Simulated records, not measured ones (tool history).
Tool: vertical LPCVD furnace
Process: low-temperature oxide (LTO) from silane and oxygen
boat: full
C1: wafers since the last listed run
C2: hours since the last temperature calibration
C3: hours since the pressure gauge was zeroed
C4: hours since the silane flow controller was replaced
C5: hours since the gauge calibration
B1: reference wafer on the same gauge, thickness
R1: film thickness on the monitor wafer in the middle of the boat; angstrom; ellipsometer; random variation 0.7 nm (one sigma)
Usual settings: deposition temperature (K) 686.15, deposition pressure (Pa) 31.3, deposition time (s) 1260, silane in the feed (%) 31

Run 1, hour 0: usual settings but deposition pressure (Pa) 25.3; C1 0; C2 1414.2; C3 750.9; C4 2181.6; C5 448.7; B1 188.08. Result: R1 1422.9 angstrom.
Run 2, hour 92.4: usual settings but deposition pressure (Pa) 25.3; C1 1471; C2 1506.6; C3 843.3; C4 2274; C5 541.1; B1 188.25. Result: R1 1433.9 angstrom.
Run 3, hour 190.9: usual settings but deposition pressure (Pa) 25.3; C1 1568; C2 1605.1; C3 941.8; C4 2372.5; C5 639.6; B1 187.87. Result: R1 1440.2 angstrom.
Run 4, hour 298.1: usual settings; C1 1706; C2 1712.3; C3 1049; C4 2479.7; C5 746.8; B1 187.92. Result: R1 1791.5 angstrom.
Run 5, hour 396.4: usual settings; C1 1565; C2 1810.6; C3 1147.3; C4 2578; C5 845.1; B1 187.91. Result: R1 1796.2 angstrom.
Run 6, hour 455.3: usual settings; C1 937; C2 1869.5; C3 1206.2; C4 2636.9; C5 904; B1 188.01. Result: R1 1794.3 angstrom.
Run 7, hour 539.7: usual settings but silane in the feed (%) 29; C1 1343; C2 1953.9; C3 1290.6; C4 2721.3; C5 988.4; B1 188.35. Result: R1 1641.8 angstrom.
Run 8, hour 577.4: usual settings but silane in the feed (%) 29; C1 600; C2 1991.6; C3 1328.3; C4 2759; C5 1026.1; B1 188.24. Result: R1 1653.3 angstrom.
At hour 626.8: gauge calibrated.
Run 9, hour 667: usual settings but silane in the feed (%) 29; C1 1426; C2 2081.2; C3 1417.9; C4 2848.6; C5 40.2; B1 187.96. Result: R1 1663.4 angstrom.
Run 10, hour 771: usual settings but silane in the feed (%) 28; C1 1655; C2 2185.2; C3 1521.9; C4 2952.6; C5 144.2; B1 188.2. Result: R1 1567.2 angstrom.
Run 11, hour 828.7: usual settings but silane in the feed (%) 28; C1 918; C2 2242.9; C3 1579.6; C4 3010.3; C5 201.9; B1 187.84. Result: R1 1597.9 angstrom.
Run 12, hour 910.5: usual settings; C1 1302; C2 2324.7; C3 1661.4; C4 3092.1; C5 283.7; B1 188.14. Result: R1 1829 angstrom.
At hour 980.7: silane flow controller replaced.
Run 13, hour 990.9: usual settings but deposition pressure (Pa) 34, deposition time (s) 1650; C1 897; C2 2405.1; C3 1741.8; C4 10.2; C5 364.1; B1 187.83. Result: R1 2481.9 angstrom.
Run 14, hour 1036.2: usual settings but deposition pressure (Pa) 34, deposition time (s) 1650; C1 721; C2 2450.4; C3 1787.1; C4 55.5; C5 409.4; B1 187.97. Result: R1 2497 angstrom.
Run 15, hour 1133.3: usual settings but deposition pressure (Pa) 34, deposition time (s) 1650; C1 1545; C2 2547.5; C3 1884.2; C4 152.6; C5 506.5; B1 187.85. Result: R1 2508.7 angstrom.
Run 16, hour 1199.9: usual settings but silane in the feed (%) 36; C1 1060; C2 2614.1; C3 1950.8; C4 219.2; C5 573.1; B1 188.08. Result: R1 2157.6 angstrom.
At hour 1247: pressure gauge zeroed.
Run 17, hour 1254: usual settings but deposition time (s) 1560, silane in the feed (%) 26; C1 479; C2 2668.2; C3 7; C4 273.3; C5 627.2; B1 187.88. Result: R1 1686.1 angstrom.
Run 18, hour 1345.6: usual settings but deposition time (s) 900; C1 1458; C2 2759.8; C3 98.6; C4 364.9; C5 718.8; B1 188.03. Result: R1 1257.7 angstrom.
Run 19, hour 1388.7: usual settings; C1 686; C2 2802.9; C3 141.7; C4 408; C5 761.9; B1 188.26. Result: R1 1764.6 angstrom.
At hour 1486.6: thermocouples replaced and temperature profile calibrated.
Run 20, hour 1487.1: usual settings; C1 1184; C2 0.5; C3 240.1; C4 506.4; C5 860.3; B1 187.94. Result: R1 1700.7 angstrom.
Run 21, hour 1555.7: usual settings but deposition temperature (K) 694.15, deposition pressure (Pa) 28.7; C1 1092; C2 69.1; C3 308.7; C4 575; C5 928.9; B1 188.25. Result: R1 1697.1 angstrom.
Run 22, hour 1601: usual settings but deposition temperature (K) 693.15, silane in the feed (%) 36; C1 721; C2 114.4; C3 354; C4 620.3; C5 974.2; B1 187.96. Result: R1 2237 angstrom.
Run 23, hour 1642: usual settings but deposition time (s) 810, silane in the feed (%) 33; C1 652; C2 155.4; C3 395; C4 661.3; C5 1015.2; B1 187.75. Result: R1 1184.1 angstrom.
Run 24, hour 1730.4: usual settings; C1 1407; C2 243.8; C3 483.4; C4 749.7; C5 1103.6; B1 188.09. Result: R1 1696.7 angstrom.
At hour 1760.6: gauge calibrated.
Run 25, hour 1836.5: usual settings but deposition time (s) 1560; C1 1689; C2 349.9; C3 589.5; C4 855.8; C5 75.9; B1 187.95. Result: R1 2102.9 angstrom.
Run 26, hour 1932.3: usual settings but deposition temperature (K) 690.15, deposition pressure (Pa) 26; C1 1525; C2 445.7; C3 685.3; C4 951.6; C5 171.7; B1 188.15. Result: R1 1480.2 angstrom.
Run 27, hour 1974.9: usual settings but deposition temperature (K) 676.15, deposition time (s) 930, silane in the feed (%) 28; C1 678; C2 488.3; C3 727.9; C4 994.2; C5 214.3; B1 187.83. Result: R1 969.1 angstrom.
Run 28, hour 2014.3: usual settings; C1 627; C2 527.7; C3 767.3; C4 1033.6; C5 253.7; B1 187.93. Result: R1 1713 angstrom.

What the log doesn't show, run by run:
true pressure minus gauge reading, mTorr: 0 in every run
gauge reads high (%): 0 in every run
H1: true tube temperature minus thermocouple reading, K
H2: deviation of the silane flow from its setpoint, %
run     H1     H2
  1   2.11   2.54
  2   2.22   2.77
  3   2.35   3.01
  4   2.48   3.29
  5    2.6   3.56
  6   2.67   3.72
  7   2.78   3.97
  8   2.82   4.08
  9   2.93   4.35
 10   3.06   4.67
 11   3.13   4.86
 12   3.24   5.13
 13   3.33  0.403
 14   3.39  0.404
 15   3.51  0.415
 16   3.59  0.428
 17   3.66  0.443
 18   3.77  0.474
 19   3.83  0.492
 20  0.238   0.54
 21  0.323   0.58
 22  0.379  0.609
 23  0.429  0.638
 24  0.539  0.705
 25   0.67  0.796
 26  0.788  0.889
 27  0.841  0.934
 28   0.89  0.977
